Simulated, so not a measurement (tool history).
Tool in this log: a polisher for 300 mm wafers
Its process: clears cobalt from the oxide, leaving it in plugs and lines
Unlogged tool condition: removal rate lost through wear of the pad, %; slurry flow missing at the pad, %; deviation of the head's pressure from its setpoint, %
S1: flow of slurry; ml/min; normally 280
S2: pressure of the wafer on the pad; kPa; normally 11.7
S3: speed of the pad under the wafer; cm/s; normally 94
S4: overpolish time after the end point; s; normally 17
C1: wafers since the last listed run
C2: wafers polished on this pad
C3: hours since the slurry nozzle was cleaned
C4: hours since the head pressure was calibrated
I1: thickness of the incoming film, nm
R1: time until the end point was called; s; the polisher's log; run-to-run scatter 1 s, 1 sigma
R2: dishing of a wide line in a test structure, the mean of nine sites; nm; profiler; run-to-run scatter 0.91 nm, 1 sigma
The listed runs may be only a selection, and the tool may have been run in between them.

run 1 hour=0.0 | S1=280 S2=11.7 S3=94 S4=17 | C1=0 C2=1827 C3=343.0 C4=399.3 | I1=221.9 | R1=68.5 R2=38.2
run 2 hour=55.7 | S1=280 S2=11.7 S3=94 S4=17 | C1=346 C2=2174 C3=398.7 C4=455.0 | I1=218.8 | R1=66.3 R2=37.9
-- hour=110.0 worn pad replaced by a new one
run 3 hour=126.1 | S1=280 S2=11.7 S3=94 S4=17 | C1=413 C2=99 C3=469.1 C4=525.4 | I1=221.8 | R1=67.3 R2=38.0
-- hour=142.7 head pressure recalibrated
run 4 hour=181.5 | S1=280 S2=11.7 S3=94 S4=17 | C1=332 C2=432 C3=524.5 C4=38.8 | I1=219.8 | R1=66.9 R2=39.1
-- hour=206.5 slurry nozzle cleaned
run 5 hour=216.4 | S1=280 S2=11.7 S3=94 S4=17 | C1=210 C2=643 C3=9.9 C4=73.7 | I1=221.5 | R1=59.8 R2=39.3
run 6 hour=279.1 | S1=280 S2=11.7 S3=94 S4=17 | C1=390 C2=1033 C3=72.6 C4=136.4 | I1=222.9 | R1=61.3 R2=40.1
run 7 hour=331.0 | S1=280 S2=11.7 S3=94 S4=17 | C1=322 C2=1356 C3=124.5 C4=188.3 | I1=218.5 | R1=63.1 R2=39.4
run 8 hour=376.0 | S1=280 S2=11.7 S3=94 S4=17 | C1=279 C2=1636 C3=169.5 C4=233.3 | I1=223.7 | R1=66.3 R2=38.4
-- hour=430.7 worn pad replaced by a new one
run 9 hour=445.5 | S1=280 S2=11.7 S3=94 S4=17 | C1=407 C2=91 C3=239.0 C4=302.8 | I1=218.8 | R1=63.3 R2=37.7
run 10 hour=494.5 | S1=280 S2=11.7 S3=94 S4=17 | C1=304 C2=396 C3=288.0 C4=351.8 | I1=220.5 | R1=63.9 R2=37.6
run 11 hour=525.3 | S1=280 S2=11.7 S3=94 S4=17 | C1=191 C2=588 C3=318.8 C4=382.6 | I1=220.8 | R1=67.6 R2=37.7
run 12 hour=595.5 | S1=280 S2=11.7 S3=94 S4=17 | C1=436 C2=1025 C3=389.0 C4=452.8 | I1=219.4 | R1=66.6 R2=38.2
run 13 hour=640.0 | S1=280 S2=11.7 S3=94 S4=17 | C1=276 C2=1302 C3=433.5 C4=497.3 | I1=220.5 | R1=65.9 R2=38.2
run 14 hour=664.6 | S1=280 S2=11.7 S3=94 S4=11 | C1=153 C2=1455 C3=458.1 C4=521.9 | I1=220.6 | R1=67.3 R2=28.4
-- hour=677.6 slurry nozzle cleaned
run 15 hour=691.8 | S1=280 S2=11.7 S3=94 S4=11 | C1=163 C2=1618 C3=14.2 C4=549.1 | I1=221.9 | R1=63.1 R2=30.5
run 16 hour=720.6 | S1=280 S2=11.7 S3=94 S4=11 | C1=179 C2=1797 C3=43.0 C4=577.9 | I1=215.1 | R1=60.1 R2=30.1
-- hour=728.8 head pressure recalibrated
-- hour=751.9 worn pad replaced by a new one
run 17 hour=819.5 | S1=280 S2=10.3 S3=94 S4=8 | C1=578 C2=420 C3=141.9 C4=90.7 | I1=218.1 | R1=68.3 R2=20.8
run 18 hour=853.8 | S1=280 S2=11.7 S3=94 S4=17 | C1=213 C2=633 C3=176.2 C4=125.0 | I1=218.6 | R1=62.8 R2=38.5
run 19 hour=896.1 | S1=280 S2=11.7 S3=82 S4=17 | C1=263 C2=896 C3=218.5 C4=167.3 | I1=221.7 | R1=71.6 R2=36.4
run 20 hour=948.4 | S1=280 S2=11.7 S3=94 S4=22 | C1=325 C2=1222 C3=270.8 C4=219.6 | I1=221.7 | R1=66.7 R2=43.5
run 21 hour=1001.9 | S1=280 S2=13.8 S3=116 S4=17 | C1=332 C2=1555 C3=324.3 C4=273.1 | I1=218.8 | R1=46.7 R2=48.2
run 22 hour=1043.7 | S1=210 S2=13.8 S3=74 S4=9 | C1=260 C2=1815 C3=366.1 C4=314.9 | I1=219.2 | R1=72.9 R2=23.5
-- hour=1101.1 worn pad replaced by a new one
run 23 hour=1101.6 | S1=280 S2=11.7 S3=94 S4=17 | C1=335 C2=3 C3=424.0 C4=372.8 | I1=221.7 | R1=66.1 R2=38.9
-- hour=1232.6 slurry nozzle cleaned
run 24 hour=1269.1 | S1=280 S2=11.7 S3=94 S4=17 | C1=1035 C2=1039 C3=36.5 C4=540.3 | I1=219.1 | R1=60.4 R2=39.4
-- hour=1275.3 head pressure recalibrated
run 25 hour=1339.6 | S1=240 S2=11.7 S3=64 S4=17 | C1=426 C2=1465 C3=107.0 C4=64.3 | I1=220.3 | R1=87.4 R2=31.5
run 26 hour=1390.8 | S1=280 S2=14.5 S3=94 S4=17 | C1=318 C2=1783 C3=158.2 C4=115.5 | I1=216.3 | R1=50.1 R2=45.7
run 27 hour=1440.1 | S1=370 S2=11.7 S3=112 S4=13 | C1=306 C2=2090 C3=207.5 C4=164.8 | I1=220.9 | R1=54.4 R2=38.7
-- hour=1464.5 worn pad replaced by a new one
run 28 hour=1501.3 | S1=280 S2=11.7 S3=94 S4=17 | C1=355 C2=229 C3=268.7 C4=226.0 | I1=218.9 | R1=65.4 R2=38.4
run 29 hour=1529.0 | S1=280 S2=11.7 S3=94 S4=11 | C1=172 C2=401 C3=296.4 C4=253.7 | I1=222.6 | R1=67.8 R2=29.9
run 30 hour=1569.2 | S1=185 S2=10.3 S3=68 S4=13 | C1=250 C2=651 C3=336.6 C4=293.9 | I1=220.2 | R1=105.6 R2=22.4
run 31 hour=1636.0 | S1=280 S2=11.7 S3=94 S4=17 | C1=415 C2=1067 C3=403.4 C4=360.7 | I1=222.6 | R1=69.2 R2=37.1
run 32 hour=1693.4 | S1=280 S2=11.7 S3=80 S4=11 | C1=357 C2=1424 C3=460.8 C4=418.1 | I1=220.1 | R1=76.9 R2=25.2
run 33 hour=1753.7 | S1=280 S2=11.7 S3=86 S4=17 | C1=375 C2=1799 C3=521.1 C4=478.4 | I1=221.5 | R1=72.4 R2=34.9
-- hour=1791.2 slurry nozzle cleaned
run 34 hour=1810.6 | S1=280 S2=10.3 S3=76 S4=17 | C1=347 C2=2147 C3=19.4 C4=535.3 | I1=219.0 | R1=79.8 R2=32.7

Below are 4 alternative next runs, each starting from the tool's condition after run 34. Predict each:
run A hour=1811.1 | S1=280 S2=11.7 S3=94 S4=17 | C1=3 C2=2150 C3=19.9 C4=535.8 | I1=217.5 | R1=? R2=?
run B hour=1811.1 | S1=370 S2=11.7 S3=94 S4=11 | C1=3 C2=2150 C3=19.9 C4=535.8 | I1=217.5 | R1=? R2=?
run C hour=1811.1 | S1=205 S2=7.6 S3=64 S4=17 | C1=3 C2=2150 C3=19.9 C4=535.8 | I1=217.5 | R1=? R2=?
run D hour=1811.1 | S1=280 S2=9.7 S3=94 S4=12 | C1=3 C2=2150 C3=19.9 C4=535.8 | I1=217.5 | R1=? R2=?

run=A R1=59.5 R2=39.6
run=B R1=57.9 R2=30.5
run=C R1=126.3 R2=23.8
run=D R1=71.3 R2=28.0
Without the tool's hidden state the same runs would have given:
run=A R1=59.1 R2=39.7
run=B R1=57.6 R2=30.6
run=C R1=125.2 R2=23.9
run=D R1=70.9 R2=28.1

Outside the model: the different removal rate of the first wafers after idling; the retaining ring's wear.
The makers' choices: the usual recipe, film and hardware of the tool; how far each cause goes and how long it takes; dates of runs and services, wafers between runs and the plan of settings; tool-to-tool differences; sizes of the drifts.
